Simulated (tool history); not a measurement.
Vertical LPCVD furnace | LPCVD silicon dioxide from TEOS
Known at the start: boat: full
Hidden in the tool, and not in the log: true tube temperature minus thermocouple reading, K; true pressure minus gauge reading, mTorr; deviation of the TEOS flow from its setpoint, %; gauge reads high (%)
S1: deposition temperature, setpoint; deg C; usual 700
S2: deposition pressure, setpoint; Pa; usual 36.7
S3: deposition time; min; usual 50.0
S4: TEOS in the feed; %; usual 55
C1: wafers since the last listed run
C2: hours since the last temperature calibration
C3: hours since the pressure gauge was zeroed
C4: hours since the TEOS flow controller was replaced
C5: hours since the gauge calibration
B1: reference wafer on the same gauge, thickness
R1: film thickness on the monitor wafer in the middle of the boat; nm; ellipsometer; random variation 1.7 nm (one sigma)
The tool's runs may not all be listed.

Run 1, hour 0.0: usual settings but S1 695 deg C, S4 64 %; C1 0; C2 2357.5; C3 4145.0; C4 2199.8; C5 404.3; B1 330.02. Result: R1 294.73 nm.
Run 2, hour 63.3: usual settings but S1 695 deg C, S4 64 %; C1 1284; C2 2420.8; C3 4208.3; C4 2263.1; C5 467.6; B1 330.21. Result: R1 295.41 nm.
Run 3, hour 132.9: usual settings but S3 65.5 min; C1 1412; C2 2490.4; C3 4277.9; C4 2332.7; C5 537.2; B1 329.09. Result: R1 401.59 nm.
Run 4, hour 196.2: usual settings but S3 65.5 min; C1 1284; C2 2553.7; C3 4341.2; C4 2396.0; C5 600.5; B1 329.63. Result: R1 399.11 nm.
Run 5, hour 264.7: usual settings but S3 65.5 min; C1 1390; C2 2622.2; C3 4409.7; C4 2464.5; C5 669.0; B1 329.55. Result: R1 399.59 nm.
Run 6, hour 327.5: usual settings; C1 1274; C2 2685.0; C3 4472.5; C4 2527.3; C5 731.8; B1 330.65. Result: R1 306.65 nm.
Run 7, hour 391.2: usual settings; C1 1292; C2 2748.7; C3 4536.2; C4 2591.0; C5 795.5; B1 329.76. Result: R1 308.21 nm.
Run 8, hour 455.3: usual settings; C1 1300; C2 2812.8; C3 4600.3; C4 2655.1; C5 859.6; B1 329.85. Result: R1 309.30 nm.
Run 9, hour 492.2: usual settings; C1 748; C2 2849.7; C3 4637.2; C4 2692.0; C5 896.5; B1 330.20. Result: R1 303.52 nm.
Run 10, hour 559.6: usual settings but S3 43.5 min; C1 1367; C2 2917.1; C3 4704.6; C4 2759.4; C5 963.9; B1 329.63. Result: R1 270.80 nm.
Run 11, hour 587.6: usual settings but S3 43.5 min; C1 568; C2 2945.1; C3 4732.6; C4 2787.4; C5 991.9; B1 329.23. Result: R1 268.08 nm.
Run 12, hour 637.4: usual settings; C1 1010; C2 2994.9; C3 4782.4; C4 2837.2; C5 1041.7; B1 329.85. Result: R1 307.75 nm.
At hour 674.3: pressure gauge zeroed.
Run 13, hour 705.4: usual settings; C1 892; C2 3062.9; C3 31.1; C4 2905.2; C5 1109.7; B1 329.78. Result: R1 308.06 nm.
At hour 747.9: TEOS flow controller replaced.
Run 14, hour 761.6: usual settings; C1 653; C2 3119.1; C3 87.3; C4 13.7; C5 1165.9; B1 330.24. Result: R1 309.70 nm.
Run 15, hour 821.7: usual settings but S1 693 deg C; C1 1219; C2 3179.2; C3 147.4; C4 73.8; C5 1226.0; B1 330.41. Result: R1 259.88 nm.
Run 16, hour 866.9: usual settings but S1 710 deg C, S3 66.5 min; C1 917; C2 3224.4; C3 192.6; C4 119.0; C5 1271.2; B1 329.45. Result: R1 517.22 nm.
Run 17, hour 903.6: usual settings but S2 39.3 Pa, S3 43.0 min, S4 50 %; C1 744; C2 3261.1; C3 229.3; C4 155.7; C5 1307.9; B1 329.83. Result: R1 262.98 nm.
Run 18, hour 931.4: usual settings but S1 710 deg C, S2 42.7 Pa; C1 564; C2 3288.9; C3 257.1; C4 183.5; C5 1335.7; B1 330.24. Result: R1 420.22 nm.
Run 19, hour 988.4: usual settings but S2 44.0 Pa; C1 1156; C2 3345.9; C3 314.1; C4 240.5; C5 1392.7; B1 329.93. Result: R1 338.84 nm.
Run 20, hour 1045.9: usual settings; C1 1166; C2 3403.4; C3 371.6; C4 298.0; C5 1450.2; B1 330.23. Result: R1 308.02 nm.
Run 21, hour 1091.0: usual settings; C1 915; C2 3448.5; C3 416.7; C4 343.1; C5 1495.3; B1 329.55. Result: R1 307.29 nm.
Run 22, hour 1130.2: usual settings; C1 795; C2 3487.7; C3 455.9; C4 382.3; C5 1534.5; B1 331.33. Result: R1 305.47 nm.
Run 23, hour 1157.6: usual settings but S4 46 %; C1 556; C2 3515.1; C3 483.3; C4 409.7; C5 1561.9; B1 329.99. Result: R1 280.96 nm.
At hour 1165.5: gauge calibrated.
At hour 1203.3: thermocouples replaced and temperature profile calibrated.
Run 24, hour 1203.8: usual settings but S1 690 deg C, S2 42.0 Pa, S4 59 %; C1 450; C2 0.5; C3 529.5; C4 455.9; C5 38.3; B1 329.82. Result: R1 271.61 nm.
Run 25, hour 1263.0: usual settings but S2 28.0 Pa, S3 66.5 min; C1 1201; C2 59.7; C3 588.7; C4 515.1; C5 97.5; B1 329.66. Result: R1 358.87 nm.

Run 26 comes next. What will it give?
Run 26, hour 1327.4: usual settings; C1 1306; C2 124.1; C3 653.1; C4 579.5; C5 161.9; B1 ?. Result: R1 ?.

Run 26 gave B1 330.30, R1 305.59 nm.
Without the tool's hidden state the same run would have given R1 305.59 nm.
